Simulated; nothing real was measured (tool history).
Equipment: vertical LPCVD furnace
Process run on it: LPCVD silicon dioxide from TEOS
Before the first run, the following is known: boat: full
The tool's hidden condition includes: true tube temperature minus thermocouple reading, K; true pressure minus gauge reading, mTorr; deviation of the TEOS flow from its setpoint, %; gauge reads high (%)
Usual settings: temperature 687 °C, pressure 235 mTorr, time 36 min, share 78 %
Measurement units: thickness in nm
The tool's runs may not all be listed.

run	hour	temperature	pressure	time	share	wafers since the last listed run	hours since the last temperature calibration	hours since the pressure gauge was zeroed	hours since the TEOS flow controller was replaced	hours since the gauge calibration	read-back reference wafer on the same gauge, thickness	thickness
1	0	683	235	42	78	0	4492.3	2220.6	2558.9	140	158.98	194.57
2	28.4	679	235	36	74	493	4520.7	2249	2587.3	168.4	158.81	148.76
3	59.1	679	235	36	74	532	4551.4	2279.7	2618	199.1	159.1	148.27
4	76.7	679	235	36	74	305	4569	2297.3	2635.6	216.7	158.93	148.25
5	110.5	687	280	36	78	586	4602.8	2331.1	2669.4	250.5	159.13	202.7
6	136.9	687	280	36	78	458	4629.2	2357.5	2695.8	276.9	159.03	200.99
# hour 212.4: thermocouples replaced and temperature profile calibrated
7	212.9	687	235	36	78	902	0.5	2433.5	2771.8	352.9	158.86	169.83
8	226.2	687	235	36	78	230	13.8	2446.8	2785.1	366.2	159	169.91
9	250.1	687	235	36	78	414	37.7	2470.7	2809	390.1	159.03	169.78
10	278.5	687	265	36	78	493	66.1	2499.1	2837.4	418.5	158.8	180.62
# hour 296.7: gauge calibrated
11	305.9	687	235	36	78	475	93.5	2526.5	2864.8	9.2	158.93	169.03
12	326.2	691	215	47	72	352	113.8	2546.8	2885.1	29.5	159.12	223.95
13	353.5	695	235	36	71	473	141.1	2574.1	2912.4	56.8	158.77	196.18
# hour 392.1: TEOS flow controller replaced
# hour 397.2: pressure gauge zeroed
14	397.7	676	200	36	78	261	185.3	0.5	5.6	101	158.88	120.46
15	402.1	698	260	41	78	76	189.7	4.9	10	105.4	159.05	265.52
16	429.5	681	255	36	78	475	217.1	32.3	37.4	132.8	158.97	154.12
17	455.4	687	250	49	84	449	243	58.2	63.3	158.7	159.01	248.82
18	561.7	687	235	36	78	1845	349.3	164.5	169.6	265	158.94	171.43
19	574.3	679	235	36	74	218	361.9	177.1	182.2	277.6	158.93	137.11
20	589.3	682	205	36	78	260	376.9	192.1	197.2	292.6	159.09	141.46
21	619.9	680	235	24	78	531	407.5	222.7	227.8	323.2	159.05	96.47
22	672.6	687	235	36	78	914	460.2	275.4	280.5	375.9	158.96	171.1
23	700.1	676	290	24.5	72	477	487.7	302.9	308	403.4	159.04	95.32

A few steps of thickness between consecutive runs. Split each: what settings, incoming material and random variation would produce without the hidden state, and what is left over for the hidden state, along with gauge scatter present in only one of the two compared results (measured, and without hidden state):
Run 4 -> 5: temperature 679 -> 687, pressure 235 -> 280, share 74 -> 78. thickness +54.45 nm: hidden state +4.49, all else +49.96.
Run 6 -> 7: pressure 280 -> 235, thermocouples replaced and temperature profile calibrated. thickness -31.16 nm: hidden state -16.49, all else -14.67.
Run 14 -> 15: temperature 676 -> 698, pressure 200 -> 260, time 36 -> 41. thickness +145.06 nm: hidden state +0.95, all else +144.11.
Run 15 -> 16: temperature 698 -> 681, pressure 260 -> 255, time 41 -> 36. thickness -111.4 nm: hidden state -0.63, all else -110.77.
